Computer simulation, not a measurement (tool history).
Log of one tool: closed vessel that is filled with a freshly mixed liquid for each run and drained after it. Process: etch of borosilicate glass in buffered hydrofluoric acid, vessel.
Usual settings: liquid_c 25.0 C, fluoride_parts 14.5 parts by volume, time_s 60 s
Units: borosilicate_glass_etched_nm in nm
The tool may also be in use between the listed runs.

run,hour,liquid_c,fluoride_parts,time_s,wafers since the last listed run,hours since the thermometer was replaced,hours since the hydrofluoric acid flow meter was replaced,hours since the gauge calibration,"read-back film thickness of the borosilicate glass reference wafer, read on the same gauge (nm)",borosilicate_glass_etched_nm
1,0.0,25.0,14.5,70,0,351.6,1336.5,680.4,90.01,65.39
# hour 20.7: gauge calibrated
2,64.8,25.0,14.5,70,4015,416.4,1401.3,44.1,90.03,66.91
3,121.8,24.0,14.5,60,3531,473.4,1458.3,101.1,89.97,54.22
4,187.3,25.0,14.5,60,4058,538.9,1523.8,166.6,89.99,58.03
5,256.8,25.0,14.5,60,4306,608.4,1593.3,236.1,90.00,58.88
6,287.5,25.0,14.5,60,1902,639.1,1624.0,266.8,90.03,58.74
7,326.7,25.0,14.5,60,2428,678.3,1663.2,306.0,89.98,59.99
# hour 329.3: thermometer replaced
8,363.9,25.0,14.5,60,2243,34.6,1700.4,343.2,90.02,55.32
9,398.7,28.5,11.5,95,2156,69.4,1735.2,378.0,90.00,134.50
10,449.9,25.0,14.5,60,3172,120.6,1786.4,429.2,89.99,55.80
11,513.1,26.5,14.5,90,3916,183.8,1849.6,492.4,89.96,91.83
12,553.3,29.5,19.0,70,2490,224.0,1889.8,532.6,90.06,64.17
# hour 555.0: hydrofluoric acid flow meter replaced
13,609.0,25.0,14.5,60,3389,279.7,54.0,588.3,89.99,51.64
14,636.7,30.0,14.5,40,1716,307.4,81.7,616.0,89.98,45.66
# hour 639.7: gauge calibrated
15,682.6,25.0,9.5,95,2844,353.3,127.6,42.9,89.97,123.68
16,749.2,21.0,14.5,85,4126,419.9,194.2,109.5,90.03,60.24
17,804.0,30.0,19.0,60,3395,474.7,249.0,164.3,89.98,53.59

Forecast each of these 5 alternatives for the next run:
A,804.7,23.5,14.5,60,43,475.4,249.7,165.0,?,?
B,804.7,25.0,14.5,85,43,475.4,249.7,165.0,?,?
C,804.7,29.0,14.5,90,43,475.4,249.7,165.0,?,?
D,804.7,22.0,17.0,30,43,475.4,249.7,165.0,?,?
E,804.7,25.0,11.5,35,43,475.4,249.7,165.0,?,?

run,"read-back film thickness of the borosilicate glass reference wafer, read on the same gauge (nm)",borosilicate_glass_etched_nm
A,89.97,50.12
B,89.97,76.91
C,89.97,100.43
D,89.97,19.75
E,89.97,39.81
Without the tool's hidden state the same runs would have given:
run,borosilicate_glass_etched_nm
A,46.39
B,71.22
C,93.12
D,18.27
E,36.87
